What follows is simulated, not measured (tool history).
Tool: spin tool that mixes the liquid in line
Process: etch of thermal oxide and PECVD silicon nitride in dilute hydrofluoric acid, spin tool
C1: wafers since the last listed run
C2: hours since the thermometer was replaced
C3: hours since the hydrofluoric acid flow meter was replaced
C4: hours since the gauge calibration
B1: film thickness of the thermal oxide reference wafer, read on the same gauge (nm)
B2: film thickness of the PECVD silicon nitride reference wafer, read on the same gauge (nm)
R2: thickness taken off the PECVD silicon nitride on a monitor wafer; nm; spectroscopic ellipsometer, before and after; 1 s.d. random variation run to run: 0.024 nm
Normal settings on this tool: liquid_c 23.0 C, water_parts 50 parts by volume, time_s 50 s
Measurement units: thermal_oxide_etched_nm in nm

Run 1, day 0.000: usual settings but liquid_c 25.0 C; C1 0; C2 2139.0; C3 363.9; C4 639.5; B1 140.032; B2 130.008. Result: thermal_oxide_etched_nm 5.166 nm, R2 2.748 nm.
Run 2, day 1.633: usual settings but liquid_c 25.0 C; C1 519; C2 2178.2; C3 403.1; C4 678.7; B1 139.998; B2 130.001. Result: thermal_oxide_etched_nm 5.223 nm, R2 2.704 nm.
Run 3, day 4.329: usual settings but water_parts 40 parts by volume; C1 856; C2 2242.9; C3 467.8; C4 743.4; B1 140.050; B2 129.975. Result: thermal_oxide_etched_nm 6.103 nm, R2 2.950 nm.
At day 6.258: thermometer replaced.
Run 4, day 6.304: usual settings but water_parts 40 parts by volume; C1 614; C2 1.1; C3 515.2; C4 790.8; B1 140.007; B2 129.999. Result: thermal_oxide_etched_nm 6.066 nm, R2 2.958 nm.
Run 5, day 9.271: usual settings; C1 942; C2 72.3; C3 586.4; C4 862.0; B1 139.956; B2 129.986. Result: thermal_oxide_etched_nm 4.701 nm, R2 2.370 nm.
Run 6, day 11.129: usual settings; C1 590; C2 116.9; C3 631.0; C4 906.6; B1 140.015; B2 129.992. Result: thermal_oxide_etched_nm 4.746 nm, R2 2.393 nm.
Run 7, day 13.112: usual settings; C1 630; C2 164.5; C3 678.6; C4 954.2; B1 140.013; B2 130.039. Result: thermal_oxide_etched_nm 4.837 nm, R2 2.380 nm.
Run 8, day 15.442: usual settings but liquid_c 26.5 C, time_s 20 s; C1 740; C2 220.4; C3 734.5; C4 1010.1; B1 139.933; B2 130.016. Result: thermal_oxide_etched_nm 2.177 nm, R2 1.193 nm.
Run 9, day 17.242: usual settings; C1 572; C2 263.6; C3 777.7; C4 1053.3; B1 140.037; B2 130.014. Result: thermal_oxide_etched_nm 4.754 nm, R2 2.396 nm.
Run 10, day 19.467: usual settings but liquid_c 25.0 C, water_parts 40 parts by volume; C1 707; C2 317.0; C3 831.1; C4 1106.7; B1 140.005; B2 130.025. Result: thermal_oxide_etched_nm 6.505 nm, R2 3.430 nm.
Run 11, day 20.642: usual settings but water_parts 60 parts by volume, time_s 60 s; C1 373; C2 345.2; C3 859.3; C4 1134.9; B1 140.053; B2 130.014. Result: thermal_oxide_etched_nm 4.744 nm, R2 2.376 nm.
At day 21.475: gauge calibrated.
Run 12, day 22.933: usual settings; C1 728; C2 400.2; C3 914.3; C4 35.0; B1 140.039; B2 129.984. Result: thermal_oxide_etched_nm 4.660 nm, R2 2.388 nm.
Run 13, day 25.712: usual settings but liquid_c 27.5 C, time_s 30 s; C1 883; C2 466.9; C3 981.0; C4 101.7; B1 139.963; B2 129.988. Result: thermal_oxide_etched_nm 3.424 nm, R2 1.928 nm.
Run 14, day 26.796: usual settings; C1 344; C2 492.9; C3 1007.0; C4 127.7; B1 140.013; B2 129.987. Result: thermal_oxide_etched_nm 4.776 nm, R2 2.350 nm.
At day 27.500: hydrofluoric acid flow meter replaced.
Run 15, day 28.338: usual settings but liquid_c 18.5 C, water_parts 30 parts by volume, time_s 70 s; C1 476; C2 529.9; C3 20.1; C4 164.7; B1 140.028; B2 130.007. Result: thermal_oxide_etched_nm 9.386 nm, R2 3.946 nm.

Forecast run 16:
Run 16, day 29.500: usual settings but water_parts 70 parts by volume, time_s 40 s; C1 369; C2 557.8; C3 48.0; C4 192.6; B1 ?; B2 ?. Result: thermal_oxide_etched_nm ?, R2 ?.

For run 16 the tool returned B1 140.021, B2 129.988, thermal_oxide_etched_nm 2.662 nm, R2 1.367 nm.
Minus the tool's unlogged condition, the same run would have read thermal_oxide_etched_nm 2.662 nm, R2 1.367 nm.
